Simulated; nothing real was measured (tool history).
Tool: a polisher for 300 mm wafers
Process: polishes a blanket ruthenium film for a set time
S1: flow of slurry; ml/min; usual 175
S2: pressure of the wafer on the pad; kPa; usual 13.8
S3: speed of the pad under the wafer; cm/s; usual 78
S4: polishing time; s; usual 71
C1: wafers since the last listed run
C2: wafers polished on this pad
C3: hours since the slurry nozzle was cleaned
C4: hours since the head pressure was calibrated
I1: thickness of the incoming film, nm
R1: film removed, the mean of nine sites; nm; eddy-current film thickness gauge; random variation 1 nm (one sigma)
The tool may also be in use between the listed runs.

run 1 hour=0.0 | S1=175 S2=13.8 S3=78 S4=71 | C1=0 C2=493 C3=216.9 C4=611.4 | I1=441.1 | R1=64.9
run 2 hour=12.5 | S1=175 S2=13.8 S3=78 S4=71 | C1=100 C2=593 C3=229.4 C4=623.9 | I1=434.5 | R1=64.5
run 3 hour=34.3 | S1=190 S2=13.8 S3=58 S4=71 | C1=174 C2=767 C3=251.2 C4=645.7 | I1=441.4 | R1=48.8
run 4 hour=64.2 | S1=190 S2=13.8 S3=58 S4=71 | C1=239 C2=1007 C3=281.1 C4=675.6 | I1=441.4 | R1=47.9
run 5 hour=76.8 | S1=190 S2=13.8 S3=58 S4=71 | C1=100 C2=1108 C3=293.7 C4=688.2 | I1=441.4 | R1=48.4
run 6 hour=92.8 | S1=130 S2=13.8 S3=78 S4=90 | C1=128 C2=1236 C3=309.7 C4=704.2 | I1=438.5 | R1=74.9
run 7 hour=108.2 | S1=175 S2=13.8 S3=78 S4=71 | C1=123 C2=1360 C3=325.1 C4=719.6 | I1=431.1 | R1=63.1
-- hour=143.2 worn pad replaced by a new one
run 8 hour=144.0 | S1=175 S2=13.8 S3=78 S4=71 | C1=254 C2=6 C3=360.9 C4=755.4 | I1=438.1 | R1=61.5
-- hour=148.9 slurry nozzle cleaned
-- hour=153.6 head pressure recalibrated
run 9 hour=179.8 | S1=175 S2=13.8 S3=78 S4=71 | C1=262 C2=269 C3=30.9 C4=26.2 | I1=435.3 | R1=67.5
run 10 hour=209.3 | S1=175 S2=13.8 S3=78 S4=91 | C1=236 C2=506 C3=60.4 C4=55.7 | I1=442.8 | R1=86.0
run 11 hour=221.5 | S1=175 S2=13.8 S3=78 S4=91 | C1=97 C2=603 C3=72.6 C4=67.9 | I1=441.4 | R1=85.5
run 12 hour=236.7 | S1=175 S2=13.8 S3=78 S4=91 | C1=121 C2=725 C3=87.8 C4=83.1 | I1=437.7 | R1=85.1
run 13 hour=265.8 | S1=175 S2=13.8 S3=78 S4=71 | C1=233 C2=958 C3=116.9 C4=112.2 | I1=441.6 | R1=64.9
run 14 hour=288.3 | S1=175 S2=13.8 S3=58 S4=95 | C1=180 C2=1139 C3=139.4 C4=134.7 | I1=442.9 | R1=65.0
run 15 hour=324.1 | S1=210 S2=11.7 S3=102 S4=78 | C1=286 C2=1425 C3=175.2 C4=170.5 | I1=441.7 | R1=84.1
run 16 hour=359.5 | S1=195 S2=13.8 S3=66 S4=71 | C1=283 C2=1709 C3=210.6 C4=205.9 | I1=438.0 | R1=56.8
-- hour=371.5 worn pad replaced by a new one
run 17 hour=378.9 | S1=195 S2=13.8 S3=66 S4=71 | C1=123 C2=59 C3=230.0 C4=225.3 | I1=433.1 | R1=54.1
run 18 hour=404.9 | S1=175 S2=13.8 S3=64 S4=62 | C1=208 C2=267 C3=256.0 C4=251.3 | I1=441.1 | R1=45.6
run 19 hour=436.7 | S1=175 S2=13.8 S3=78 S4=71 | C1=254 C2=522 C3=287.8 C4=283.1 | I1=446.8 | R1=61.3
run 20 hour=450.8 | S1=175 S2=16.5 S3=92 S4=52 | C1=112 C2=635 C3=301.9 C4=297.2 | I1=435.5 | R1=64.5
run 21 hour=470.2 | S1=175 S2=17.2 S3=60 S4=58 | C1=155 C2=790 C3=321.3 C4=316.6 | I1=444.1 | R1=47.5
run 22 hour=482.5 | S1=175 S2=13.8 S3=78 S4=71 | C1=98 C2=889 C3=333.6 C4=328.9 | I1=441.8 | R1=61.6
run 23 hour=508.4 | S1=235 S2=13.8 S3=78 S4=71 | C1=207 C2=1096 C3=359.5 C4=354.8 | I1=439.8 | R1=64.4
run 24 hour=523.9 | S1=175 S2=13.8 S3=86 S4=61 | C1=124 C2=1221 C3=375.0 C4=370.3 | I1=439.9 | R1=58.1
run 25 hour=558.4 | S1=145 S2=13.8 S3=78 S4=71 | C1=276 C2=1497 C3=409.5 C4=404.8 | I1=445.9 | R1=56.3
-- hour=564.5 slurry nozzle cleaned
run 26 hour=588.0 | S1=175 S2=13.8 S3=78 S4=71 | C1=229 C2=1726 C3=23.5 C4=434.4 | I1=447.2 | R1=68.0
run 27 hour=602.4 | S1=175 S2=13.8 S3=100 S4=87 | C1=115 C2=1842 C3=37.9 C4=448.8 | I1=437.7 | R1=109.9
-- hour=612.2 worn pad replaced by a new one
run 28 hour=624.5 | S1=175 S2=13.8 S3=78 S4=60 | C1=145 C2=98 C3=60.0 C4=470.9 | I1=432.8 | R1=55.9
run 29 hour=638.7 | S1=175 S2=13.8 S3=88 S4=95 | C1=113 C2=212 C3=74.2 C4=485.1 | I1=432.8 | R1=101.3
run 30 hour=657.2 | S1=195 S2=13.8 S3=66 S4=71 | C1=148 C2=360 C3=92.7 C4=503.6 | I1=445.8 | R1=58.2
run 31 hour=670.9 | S1=220 S2=13.8 S3=78 S4=71 | C1=109 C2=470 C3=106.4 C4=517.3 | I1=436.4 | R1=68.0
run 32 hour=703.2 | S1=150 S2=13.8 S3=50 S4=94 | C1=258 C2=729 C3=138.7 C4=549.6 | I1=440.9 | R1=54.8
run 33 hour=731.0 | S1=130 S2=17.2 S3=92 S4=90 | C1=222 C2=952 C3=166.5 C4=577.4 | I1=438.9 | R1=118.2
run 34 hour=747.3 | S1=175 S2=13.8 S3=78 S4=71 | C1=130 C2=1082 C3=182.8 C4=593.7 | I1=441.5 | R1=64.6
run 35 hour=814.8 | S1=175 S2=15.9 S3=78 S4=71 | C1=540 C2=1623 C3=250.3 C4=661.2 | I1=446.4 | R1=73.7
run 36 hour=839.5 | S1=120 S2=17.9 S3=56 S4=71 | C1=197 C2=1821 C3=275.0 C4=685.9 | I1=445.0 | R1=56.0
run 37 hour=853.8 | S1=175 S2=13.8 S3=78 S4=71 | C1=114 C2=1936 C3=289.3 C4=700.2 | I1=441.5 | R1=63.5

4 ways to go on from here, each from the tool as it stands after run 37. What would each give?
run A hour=854.3 | S1=175 S2=13.8 S3=78 S4=92 | C1=4 C2=1940 C3=289.8 C4=700.7 | I1=435.5 | R1=?
run B hour=854.3 | S1=175 S2=15.2 S3=78 S4=71 | C1=4 C2=1940 C3=289.8 C4=700.7 | I1=435.5 | R1=?
run C hour=854.3 | S1=175 S2=11.7 S3=78 S4=71 | C1=4 C2=1940 C3=289.8 C4=700.7 | I1=435.5 | R1=?
run D hour=854.3 | S1=175 S2=13.8 S3=78 S4=95 | C1=4 C2=1940 C3=289.8 C4=700.7 | I1=435.5 | R1=?

run=A R1=83.5
run=B R1=70.9
run=C R1=54.7
run=D R1=86.2
Without the tool's hidden state the same runs would have given:
run=A R1=89.1
run=B R1=75.6
run=C R1=58.4
run=D R1=92.0
